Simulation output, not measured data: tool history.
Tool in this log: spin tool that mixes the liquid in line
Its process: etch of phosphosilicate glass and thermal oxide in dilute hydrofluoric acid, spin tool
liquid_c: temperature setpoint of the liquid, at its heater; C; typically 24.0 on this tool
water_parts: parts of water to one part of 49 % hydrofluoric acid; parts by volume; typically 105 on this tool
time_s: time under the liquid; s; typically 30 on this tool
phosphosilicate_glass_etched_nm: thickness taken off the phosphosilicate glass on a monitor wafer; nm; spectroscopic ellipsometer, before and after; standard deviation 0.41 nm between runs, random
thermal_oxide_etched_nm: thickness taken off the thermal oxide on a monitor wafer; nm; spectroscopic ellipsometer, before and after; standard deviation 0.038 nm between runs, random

run	hour	liquid_c	water_parts	time_s	read-back film thickness of the phosphosilicate glass reference wafer, read on the same gauge (nm)	read-back film thickness of the thermal oxide reference wafer, read on the same gauge (nm)	phosphosilicate_glass_etched_nm	thermal_oxide_etched_nm
1	0.0	24.0	105	30	139.99	110.033	39.58	1.166
2	10.5	24.0	105	30	140.00	109.974	39.70	1.231
3	38.7	24.0	80	30	139.97	109.998	53.31	1.719
4	45.3	29.0	155	50	140.03	110.018	50.17	1.523
5	58.1	24.0	105	30	140.00	109.983	38.59	1.225
6	74.9	19.5	105	15	139.99	110.003	16.11	0.480
7	91.2	20.0	75	30	140.01	109.987	48.50	1.476
8	97.4	24.0	105	30	140.02	109.997	39.76	1.237
# hour 114.0: hydrofluoric acid flow meter replaced
9	114.5	26.5	105	45	139.99	109.993	72.04	2.199
10	128.9	27.5	150	30	140.01	110.023	33.44	1.016
11	140.6	24.0	140	15	140.01	110.039	15.79	0.483
12	153.7	27.0	60	30	140.00	109.981	92.64	2.682
13	163.0	22.0	85	50	139.98	109.983	84.50	2.515
14	176.0	24.0	105	30	139.99	110.000	43.80	1.317
15	191.5	24.0	105	30	139.98	109.985	44.33	1.300
# hour 198.2: gauge calibrated
16	206.3	29.0	105	25	139.99	110.004	44.65	1.422
17	214.7	24.0	130	45	140.02	110.020	51.03	1.655
18	229.7	24.0	105	30	139.99	109.994	43.65	1.357
19	242.2	28.5	55	20	139.97	110.042	71.58	2.015
20	257.9	24.0	105	30	140.01	109.998	43.22	1.317
21	268.7	21.5	90	15	140.02	109.980	23.50	0.725
22	281.9	24.0	135	45	139.99	109.975	48.72	1.445
23	294.6	24.0	105	30	140.01	109.981	42.66	1.348
24	312.2	24.0	135	30	139.96	110.007	33.23	1.023
25	320.3	19.5	70	40	139.99	109.997	74.91	2.249
26	333.5	26.0	135	45	140.01	109.968	52.37	1.596
27	343.5	24.0	105	30	139.99	110.047	43.06	1.379

3 options for the next run, each taken on its own from the tool as it stands now. Forecast them:
A	343.9	29.0	105	30	?	?	?	?
B	343.9	24.0	105	20	?	?	?	?
C	343.9	24.0	90	20	?	?	?	?

run	read-back film thickness of the phosphosilicate glass reference wafer, read on the same gauge (nm)	read-back film thickness of the thermal oxide reference wafer, read on the same gauge (nm)	phosphosilicate_glass_etched_nm	thermal_oxide_etched_nm
A	139.98	109.985	52.50	1.599
B	139.98	109.985	28.87	0.879
C	139.98	109.985	34.33	1.046
With no hidden state in the tool, these same runs would have given:
run	phosphosilicate_glass_etched_nm	thermal_oxide_etched_nm
A	54.45	1.658
B	29.93	0.912
C	35.57	1.083

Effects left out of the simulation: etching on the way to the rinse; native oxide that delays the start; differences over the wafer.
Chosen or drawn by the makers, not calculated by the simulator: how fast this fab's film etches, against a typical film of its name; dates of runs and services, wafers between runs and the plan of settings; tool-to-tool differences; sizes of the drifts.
